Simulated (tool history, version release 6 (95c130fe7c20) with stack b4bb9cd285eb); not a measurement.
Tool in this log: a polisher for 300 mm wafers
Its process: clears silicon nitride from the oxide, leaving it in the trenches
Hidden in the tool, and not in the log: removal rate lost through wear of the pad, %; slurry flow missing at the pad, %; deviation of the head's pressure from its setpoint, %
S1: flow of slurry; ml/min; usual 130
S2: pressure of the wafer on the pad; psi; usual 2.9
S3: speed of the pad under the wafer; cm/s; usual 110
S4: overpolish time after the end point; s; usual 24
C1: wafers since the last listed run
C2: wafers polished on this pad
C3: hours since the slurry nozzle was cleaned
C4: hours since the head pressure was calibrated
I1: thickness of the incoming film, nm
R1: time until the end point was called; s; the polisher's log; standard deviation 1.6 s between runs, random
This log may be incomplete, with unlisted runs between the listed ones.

run,hour,S1,S2,S3,S4,C1,C2,C3,C4,I1,R1
1,0.0,130,3.6,110,24,0,280,391.8,1360.9,100.7,78.0
2,28.4,130,3.6,110,24,186,467,420.2,1389.3,100.7,76.4
3,62.2,130,3.6,110,24,222,689,454.0,1423.1,100.8,78.1
4,97.4,130,2.9,110,24,231,920,489.2,1458.3,99.7,85.0
# hour 117.6: worn pad replaced by a new one
5,125.1,130,2.9,110,24,155,49,516.9,1486.0,99.4,89.0
6,146.8,130,2.9,110,24,142,192,538.6,1507.7,100.0,90.9
7,176.6,130,2.9,110,24,195,388,568.4,1537.5,101.6,90.6
# hour 202.5: head pressure recalibrated
8,212.0,130,2.9,110,24,219,607,603.8,9.5,98.3,91.1
9,241.7,110,2.3,134,14,195,802,633.5,39.2,100.5,95.6
10,254.0,145,2.2,140,24,80,883,645.8,51.5,98.4,84.8
# hour 265.8: slurry nozzle cleaned
# hour 269.9: worn pad replaced by a new one
11,281.3,90,2.5,84,24,146,74,15.5,78.8,101.1,123.3
12,303.2,130,2.9,110,24,143,218,37.4,100.7,101.2,77.7
13,318.3,130,2.9,110,24,99,318,52.5,115.8,99.4,79.2
14,341.4,130,1.9,110,24,151,469,75.6,138.9,100.6,101.3
15,357.0,95,3.3,86,36,102,572,91.2,154.5,99.0,101.7
16,386.7,175,2.3,86,12,195,767,120.9,184.2,100.5,109.8

5 options for the next run, each taken on its own from the tool as it stands now. Forecast them:
A,387.2,165,2.9,110,24,3,770,121.4,184.7,100.6,?
B,387.2,105,3.2,96,36,3,770,121.4,184.7,100.6,?
C,387.2,95,3.3,130,24,3,770,121.4,184.7,100.6,?
D,387.2,130,2.9,142,24,3,770,121.4,184.7,100.6,?
E,387.2,130,2.3,124,24,3,770,121.4,184.7,100.6,?

run,R1
A,75.5
B,90.2
C,67.3
D,61.4
E,81.0
Had the tool no hidden state, the same runs would have come out as:
run,R1
A,74.5
B,88.3
C,65.8
D,60.4
E,79.6
